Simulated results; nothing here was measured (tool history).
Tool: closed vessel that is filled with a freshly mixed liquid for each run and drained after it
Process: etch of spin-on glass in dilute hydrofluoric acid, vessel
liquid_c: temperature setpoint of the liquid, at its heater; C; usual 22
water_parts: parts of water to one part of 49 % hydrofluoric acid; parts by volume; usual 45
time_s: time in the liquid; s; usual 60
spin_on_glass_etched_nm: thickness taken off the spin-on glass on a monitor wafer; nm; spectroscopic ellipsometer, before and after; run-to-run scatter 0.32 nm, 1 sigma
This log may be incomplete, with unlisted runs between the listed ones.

run,hour,liquid_c,water_parts,time_s,"read-back film thickness of the spin-on glass reference wafer, read on the same gauge (nm)",spin_on_glass_etched_nm
1,0,22,30,70,60.01,94.66
2,34.7,22,45,60,59.99,53.88
3,48.5,22,45,60,59.98,53.69
4,74.6,22,45,80,59.97,71.64
5,88.2,22,45,60,60.02,53.21
6,103.9,22,45,60,59.97,54.17
7,184,22,45,60,60.01,53.84
8,208.3,22,45,60,59.98,54.25
9,230.1,22,45,60,59.97,53.6
10,264.2,22,45,60,60.03,54.69
11,290.9,22,45,60,59.99,53.87
12,306.5,22,45,60,60.02,53.96
13,338.4,22,45,70,60.01,63.6
14,369,18,45,50,60,38.32
15,383.2,19,65,60,60.01,32.67
16,425.3,22,45,60,59.96,51.07
17,455.5,19,40,85,60.01,72.04
18,506.1,18.5,55,45,60.01,26.9
19,522.5,22,45,60,59.97,51.21
20,549.5,22,45,60,60.01,51.23
21,577.9,17,35,80,59.99,71.77
22,613.4,22,45,60,60,51
23,626.6,22,45,40,59.98,34.5
24,655.7,22,45,60,60.02,51.43
25,675.5,20.5,65,80,60.01,43.45
26,687.7,17,35,80,59.98,72.23
27,704.3,26.5,30,70,59.99,111.38
28,734.8,20.5,35,30,60.02,31.7
29,761.1,19.5,40,80,60.01,71.04
30,794.7,22,60,80,60.02,51.55
31,822.7,25,65,30,59.99,19.77
32,848.1,22,45,60,59.98,52.1
33,870,22,55,90,60,63.46

Missing from the log above: 3 entries noted between runs. For each, name the pair of listed runs it sits between and say how the tool's hidden condition differs from the listed run just before to the listed run just after:
In the gap between runs 9 and 10: gauge calibrated (hour 263.9)
  liquid hotter than its thermometer reads (K): 1.77 -> 1.82
  measured minus no-state result, spin_on_glass_etched_nm: +3.82 -> +4 nm
In the gap between runs 15 and 16: thermometer replaced (hour 416.4)
  liquid hotter than its thermometer reads (K): 2.02 -> 0.205
  measured minus no-state result, spin_on_glass_etched_nm: +2.66 -> +0.42 nm
In the gap between runs 21 and 22: hydrofluoric acid flow meter replaced (hour 603.5)
  liquid hotter than its thermometer reads (K): 0.455 -> 0.514
  measured minus no-state result, spin_on_glass_etched_nm: +1.43 -> +1.08 nm
